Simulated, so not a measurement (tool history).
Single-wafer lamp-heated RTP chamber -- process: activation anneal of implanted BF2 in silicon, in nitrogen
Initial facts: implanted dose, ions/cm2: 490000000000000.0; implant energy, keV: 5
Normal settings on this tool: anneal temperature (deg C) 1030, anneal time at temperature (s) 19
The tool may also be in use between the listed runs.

run	day	anneal temperature (deg C)	anneal time at temperature (s)	read-back reference wafer on the same gauge, sheet resistance	sheet resistance of the implanted and annealed layer (ohm/square)
1	0	1030	22	327.82	313.26
2	2.417	1016	13	327.77	356.89
3	4.946	1016	13	328.25	355.71
# day 6.925: pyrometer window cleaned and pyrometer calibrated
4	7.533	1016	13	328.16	364.81
5	9.479	1030	25	328.1	313.25
# day 10.096: gauge calibrated
6	11.475	1030	25	327.96	312.91
7	16.221	1030	25	327.81	310.07
8	17.396	1008	19	328.09	355.65
9	20.096	1008	19	327.84	353.07
# day 20.596: reflector plate cleaned
10	22.242	1030	15	328.04	332.69
11	23.808	1030	15	327.81	332.45
12	25.954	1030	19	327.82	321.56
13	28.879	1030	8	328.11	363.45
# day 29.642: pyrometer window cleaned and pyrometer calibrated
14	31.779	1052	24	327.6	278.18
15	34.042	1012	26	327.76	338.98
16	41.542	1001	24	328.43	354.91
# day 42.683: gauge calibrated
17	43.862	1030	19	327.73	322.46
18	46.646	1030	19	328.02	321.09
# day 48.488: pyrometer window cleaned and pyrometer calibrated
19	49.529	1041	14	327.9	326.09
20	51.571	1030	11	327.94	352.97
21	52.988	1043	10	328.46	338.87
22	54.504	1030	19	328.14	323.94

Predict each of these 5 candidate next runs independently; none follows another, all start after run 22:
A	54.521	1030	19	?	?
B	54.521	1046	10	?	?
C	54.521	1055	26	?	?
D	54.521	1015	26	?	?
E	54.521	1005	24	?	?

run	read-back reference wafer on the same gauge, sheet resistance	sheet resistance of the implanted and annealed layer (ohm/square)
A	327.91	324.64
B	327.91	333.15
C	327.91	267.32
D	327.91	335.06
E	327.91	350.36
Without the tool's unlogged condition, the same runs would have read:
run	sheet resistance of the implanted and annealed layer (ohm/square)
A	329.31
B	337.62
C	271.37
D	338.95
E	353.79

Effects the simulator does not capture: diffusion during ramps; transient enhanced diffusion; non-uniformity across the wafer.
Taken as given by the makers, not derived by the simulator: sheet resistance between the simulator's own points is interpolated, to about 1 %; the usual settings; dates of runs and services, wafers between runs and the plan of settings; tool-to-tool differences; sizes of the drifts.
